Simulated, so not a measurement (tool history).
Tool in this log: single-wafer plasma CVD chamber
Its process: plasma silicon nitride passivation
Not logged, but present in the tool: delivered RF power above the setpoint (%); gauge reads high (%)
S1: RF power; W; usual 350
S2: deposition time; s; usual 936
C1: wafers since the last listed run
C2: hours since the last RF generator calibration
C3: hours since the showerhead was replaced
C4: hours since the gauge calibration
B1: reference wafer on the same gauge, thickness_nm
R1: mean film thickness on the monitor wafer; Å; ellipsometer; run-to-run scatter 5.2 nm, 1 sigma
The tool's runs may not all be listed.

run	hour	S1	S2	C1	C2	C3	C4	B1	R1
1	0.0	350	1039	0	905.0	5795.5	566.7	1120.038	12204.20
2	98.1	350	1039	277	1003.1	5893.6	664.8	1120.880	12338.50
3	181.1	350	1039	235	1086.1	5976.6	747.8	1120.985	12272.72
4	226.1	350	936	127	1131.1	6021.6	792.8	1119.321	11059.00
5	320.8	350	936	268	1225.8	6116.3	887.5	1120.903	11080.52
6	358.4	350	936	106	1263.4	6153.9	925.1	1119.282	11033.08
7	450.0	325	936	259	1355.0	6245.5	1016.7	1120.278	10822.30
# hour 482.4: gauge calibrated
# hour 504.4: RF generator calibrated
8	541.0	380	936	235	36.6	6336.5	58.6	1119.877	11497.88
# hour 605.8: showerhead replaced
9	640.5	380	936	259	136.1	34.7	158.1	1120.196	11536.52
10	715.4	380	936	212	211.0	109.6	233.0	1119.918	11515.89
11	784.7	350	936	196	280.3	178.9	302.3	1120.514	11181.22
12	837.3	400	849	148	332.9	231.5	354.9	1120.350	10483.61
13	939.0	375	936	288	434.6	333.2	456.6	1119.368	11428.98
14	1016.9	350	1039	220	512.5	411.1	534.5	1118.242	12406.04
15	1099.3	350	936	233	594.9	493.5	616.9	1120.001	11118.22

What will run 16 give?
16	1175.4	295	936	215	671.0	569.6	693.0	?	?

B1: 1120.984
R1: 10586.78 Å
Were there no unlogged condition in the tool, this run, its random variation unchanged, would have produced R1 10662.11 Å.
